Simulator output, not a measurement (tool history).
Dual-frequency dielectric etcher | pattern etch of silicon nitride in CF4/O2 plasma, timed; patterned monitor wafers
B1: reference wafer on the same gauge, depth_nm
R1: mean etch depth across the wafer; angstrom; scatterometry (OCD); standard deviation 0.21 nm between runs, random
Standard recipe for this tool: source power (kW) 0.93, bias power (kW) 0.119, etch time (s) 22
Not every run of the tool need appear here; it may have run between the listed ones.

run 1 hour=0 | source_power_(kW)=0.93 bias_power_(kW)=0.119 etch_time_(s)=22 | B1=69.5 | R1=682
run 2 hour=17.6 | source_power_(kW)=0.93 bias_power_(kW)=0.119 etch_time_(s)=22 | B1=69.6 | R1=682
run 3 hour=30.8 | source_power_(kW)=0.93 bias_power_(kW)=0.119 etch_time_(s)=22 | B1=69.6 | R1=683
run 4 hour=39.9 | source_power_(kW)=0.93 bias_power_(kW)=0.119 etch_time_(s)=22 | B1=69.5 | R1=685
run 5 hour=80.7 | source_power_(kW)=0.93 bias_power_(kW)=0.119 etch_time_(s)=22 | B1=69.5 | R1=685
run 6 hour=98.4 | source_power_(kW)=0.93 bias_power_(kW)=0.119 etch_time_(s)=22 | B1=69.5 | R1=684
run 7 hour=132.6 | source_power_(kW)=0.93 bias_power_(kW)=0.119 etch_time_(s)=22 | B1=69.5 | R1=687
run 8 hour=143.6 | source_power_(kW)=0.93 bias_power_(kW)=0.119 etch_time_(s)=22 | B1=69.4 | R1=689
run 9 hour=152.8 | source_power_(kW)=0.93 bias_power_(kW)=0.119 etch_time_(s)=22 | B1=69.6 | R1=684
run 10 hour=159.1 | source_power_(kW)=1.03 bias_power_(kW)=0.095 etch_time_(s)=22 | B1=69.5 | R1=702
run 11 hour=175.1 | source_power_(kW)=0.93 bias_power_(kW)=0.119 etch_time_(s)=22 | B1=69.5 | R1=689
run 12 hour=188.4 | source_power_(kW)=0.93 bias_power_(kW)=0.119 etch_time_(s)=22 | B1=69.4 | R1=686
run 13 hour=221.5 | source_power_(kW)=0.93 bias_power_(kW)=0.105 etch_time_(s)=19.5 | B1=69.5 | R1=563
run 14 hour=221.9 | source_power_(kW)=1.02 bias_power_(kW)=0.119 etch_time_(s)=22 | B1=69.6 | R1=704
run 15 hour=259.6 | source_power_(kW)=0.93 bias_power_(kW)=0.119 etch_time_(s)=22 | B1=69.5 | R1=656
run 16 hour=290.8 | source_power_(kW)=0.71 bias_power_(kW)=0.119 etch_time_(s)=22 | B1=69.5 | R1=540
run 17 hour=291.1 | source_power_(kW)=0.72 bias_power_(kW)=0.119 etch_time_(s)=16 | B1=69.5 | R1=396
run 18 hour=292.5 | source_power_(kW)=0.93 bias_power_(kW)=0.139 etch_time_(s)=17.5 | B1=69.6 | R1=547
run 19 hour=333.5 | source_power_(kW)=1.02 bias_power_(kW)=0.138 etch_time_(s)=20 | B1=69.5 | R1=686
run 20 hour=333.9 | source_power_(kW)=0.74 bias_power_(kW)=0.111 etch_time_(s)=16 | B1=69.4 | R1=406
run 21 hour=343.9 | source_power_(kW)=0.93 bias_power_(kW)=0.119 etch_time_(s)=22 | B1=69.4 | R1=677
run 22 hour=355.4 | source_power_(kW)=0.8 bias_power_(kW)=0.108 etch_time_(s)=22 | B1=69.5 | R1=589
run 23 hour=367.6 | source_power_(kW)=0.79 bias_power_(kW)=0.103 etch_time_(s)=20 | B1=69.4 | R1=524
run 24 hour=382.8 | source_power_(kW)=0.93 bias_power_(kW)=0.119 etch_time_(s)=16.5 | B1=69.5 | R1=510
run 25 hour=390.9 | source_power_(kW)=0.72 bias_power_(kW)=0.129 etch_time_(s)=17.5 | B1=69.5 | R1=458
run 26 hour=399.9 | source_power_(kW)=0.93 bias_power_(kW)=0.119 etch_time_(s)=22 | B1=69.5 | R1=680
run 27 hour=413.3 | source_power_(kW)=0.93 bias_power_(kW)=0.096 etch_time_(s)=16.5 | B1=69.5 | R1=480
run 28 hour=422.4 | source_power_(kW)=0.93 bias_power_(kW)=0.09 etch_time_(s)=22 | B1=69.6 | R1=633
run 29 hour=436.6 | source_power_(kW)=0.93 bias_power_(kW)=0.104 etch_time_(s)=22 | B1=69.5 | R1=657
run 30 hour=444.1 | source_power_(kW)=0.73 bias_power_(kW)=0.102 etch_time_(s)=27.5 | B1=69.6 | R1=683

Missing from the log above: 6 entries noted between runs. For each, name the pair of listed runs it sits between and say how the tool's hidden condition differs from the listed run just before to the listed run just after:
After run 3, before run 4: source power generator calibrated (hour 36.3)
  etch rate over this chamber's usual, %: 1.05 -> 1.09
  measured result minus the result with no hidden state, R1: +8 -> +8 angstrom
After run 12, before run 13: wet clean of the chamber (hour 220.3); bias power generator calibrated (hour 221)
  etch rate over this chamber's usual, %: 1.73 -> -2.96
  measured result minus the result with no hidden state, R1: +11 -> -17 angstrom
After run 15, before run 16: gauge calibrated (hour 264.6); upper electrode replaced (hour 290.3)
  etch rate over this chamber's usual, %: -2.8 -> -2.66
  measured result minus the result with no hidden state, R1: -19 -> -15 angstrom
After run 18, before run 19: wet clean of the chamber, repeated, since the last time left the tool worse (hour 333)
  etch rate over this chamber's usual, %: -2.66 -> -0.037
  measured result minus the result with no hidden state, R1: -15 -> +0 angstrom
